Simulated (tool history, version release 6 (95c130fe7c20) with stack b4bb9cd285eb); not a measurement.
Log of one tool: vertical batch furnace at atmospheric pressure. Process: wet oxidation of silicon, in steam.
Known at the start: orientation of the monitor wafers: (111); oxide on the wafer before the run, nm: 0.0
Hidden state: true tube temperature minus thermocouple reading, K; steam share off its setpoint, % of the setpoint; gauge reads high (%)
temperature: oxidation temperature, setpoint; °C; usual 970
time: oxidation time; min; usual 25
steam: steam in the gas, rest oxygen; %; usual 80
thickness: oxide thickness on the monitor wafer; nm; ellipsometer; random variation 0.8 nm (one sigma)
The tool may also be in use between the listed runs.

run   hour  temperature  time  steam  wafers since the last listed run  hours since the last temperature calibration  hours since the steam generator was serviced  hours since the gauge calibration  read-back reference wafer on the same gauge, thickness  thickness
  1    0.0          970    25     80                                 0                                        2654.8                                        2072.5                              985.1                                                  159.96     179.81
  2   62.7          970    25     80                               747                                        2717.5                                        2135.2                             1047.8                                                  159.99     180.26
  3  112.9          970    25     80                               598                                        2767.7                                        2185.4                             1098.0                                                  160.04     179.24
  4  175.3          970    25     80                               744                                        2830.1                                        2247.8                             1160.4                                                  159.95     180.06
  5  215.0          970    22     76                               473                                        2869.8                                        2287.5                             1200.1                                                  159.93     157.89
  6  273.7          970    22     76                               700                                        2928.5                                        2346.2                             1258.8                                                  160.00     157.32
  7  315.8          970    22     76                               502                                        2970.6                                        2388.3                             1300.9                                                  159.99     156.33
  8  361.7          970    25     83                               547                                        3016.5                                        2434.2                             1346.8                                                  159.94     184.32
  9  412.3          970    25     83                               603                                        3067.1                                        2484.8                             1397.4                                                  159.87     187.16
 10  454.4          970    25     83                               502                                        3109.2                                        2526.9                             1439.5                                                  159.96     185.86
 11  525.7          970    25     80                               850                                        3180.5                                        2598.2                             1510.8                                                  160.09     180.96
     564.5  -- gauge calibrated
 12  580.9          970    25     80                               658                                        3235.7                                        2653.4                               16.4                                                  160.07     181.47
 13  641.5          970    25     89                               722                                        3296.3                                        2714.0                               77.0                                                  160.10     196.08
 14  667.3          970    25     80                               307                                        3322.1                                        2739.8                              102.8                                                  159.98     180.94
 15  732.1          977    29     72                               772                                        3386.9                                        2804.6                              167.6                                                  160.08     198.31

Run 16 comes next. What will it give?
 16  784.5          986    25     84                               625                                        3439.3                                        2857.0                              220.0                                                       ?          ?

Run 16 gave read-back reference wafer on the same gauge, thickness 159.96, thickness 213.77 nm.
Without the tool's hidden state the same run would have given thickness 213.77 nm.
